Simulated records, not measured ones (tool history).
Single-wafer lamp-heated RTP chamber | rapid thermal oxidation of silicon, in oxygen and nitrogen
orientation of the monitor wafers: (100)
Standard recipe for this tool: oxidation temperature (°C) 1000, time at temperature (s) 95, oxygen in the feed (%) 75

run,hour,oxidation temperature (°C),time at temperature (s),oxygen in the feed (%),"read-back reference wafer on the same gauge, thickness",oxide thickness on the monitor wafer (Å)
1,0,984,95,75,5.884,58.67
2,30.9,1000,95,75,5.875,66.59
# hour 31.4: gauge calibrated
3,62.6,1000,95,75,5.883,66.68
4,91.5,1000,95,75,5.879,66.48
5,104.9,978,95,75,5.882,56.63
6,125.4,978,95,75,5.881,56.87
7,159.3,978,95,75,5.88,56.76
8,233.5,1000,95,75,5.881,66.94
9,248.4,1000,95,75,5.882,67.25
10,275.8,1000,95,75,5.882,66.95
11,304,1000,95,75,5.874,67.36
12,325.1,1000,95,75,5.882,67.15
13,347.7,1000,95,75,5.873,67.38
# hour 435.2: pyrometer window cleaned and pyrometer calibrated
14,444.2,1000,95,75,5.883,64.85
15,467.5,1010,95,75,5.88,69.78
16,498.5,1010,95,75,5.881,69.89

Estimate the outcome of run 17 from the log above:
17,515.7,988,95,98,?,?

Run 17 gave read-back reference wafer on the same gauge, thickness 5.882, oxide thickness on the monitor wafer (Å) 65.32.
With no hidden state in the tool, this same run would have given oxide thickness on the monitor wafer (Å) 65.05.

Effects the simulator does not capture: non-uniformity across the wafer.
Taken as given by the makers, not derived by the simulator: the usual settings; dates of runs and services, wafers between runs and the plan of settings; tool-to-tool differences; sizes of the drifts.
